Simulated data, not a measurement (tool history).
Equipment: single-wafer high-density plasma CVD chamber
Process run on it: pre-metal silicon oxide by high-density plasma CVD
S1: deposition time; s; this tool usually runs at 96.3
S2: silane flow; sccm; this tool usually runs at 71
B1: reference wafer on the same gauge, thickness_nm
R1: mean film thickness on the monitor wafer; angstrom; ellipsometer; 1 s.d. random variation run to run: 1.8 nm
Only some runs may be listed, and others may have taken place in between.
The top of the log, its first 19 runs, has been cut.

| run | hour | S1 | S2 | B1 | R1 |
|---|---|---|---|---|---|
| 20 | 559.0 | 96.3 | 71 | 784.736 | 6951.94 |
| 21 | 585.0 | 102.4 | 75 | 784.547 | 7802.49 |
| 22 | 609.3 | 77.6 | 81 | 783.834 | 6371.63 |
| 23 | 622.7 | 90.7 | 65 | 784.462 | 5999.92 |
| 24 | 651.9 | 96.3 | 66 | 783.866 | 6474.49 |
| 25 | 673.2 | 112.7 | 71 | 784.890 | 8165.16 |
| 26 | 705.9 | 96.3 | 59 | 784.263 | 5773.28 |
|  | 730.2 | silane flow controller replaced |
| 27 | 730.7 | 96.3 | 71 | 783.602 | 6625.51 |

Run 28 is up next; what results do you expect?
| 28 | 738.7 | 80.0 | 63 | ? | ? |

Run 28 came out at B1 784.211, R1 4893.60 angstrom.
Were there no unlogged condition in the tool, this run, its random variation unchanged, would have produced R1 4886.33 angstrom.
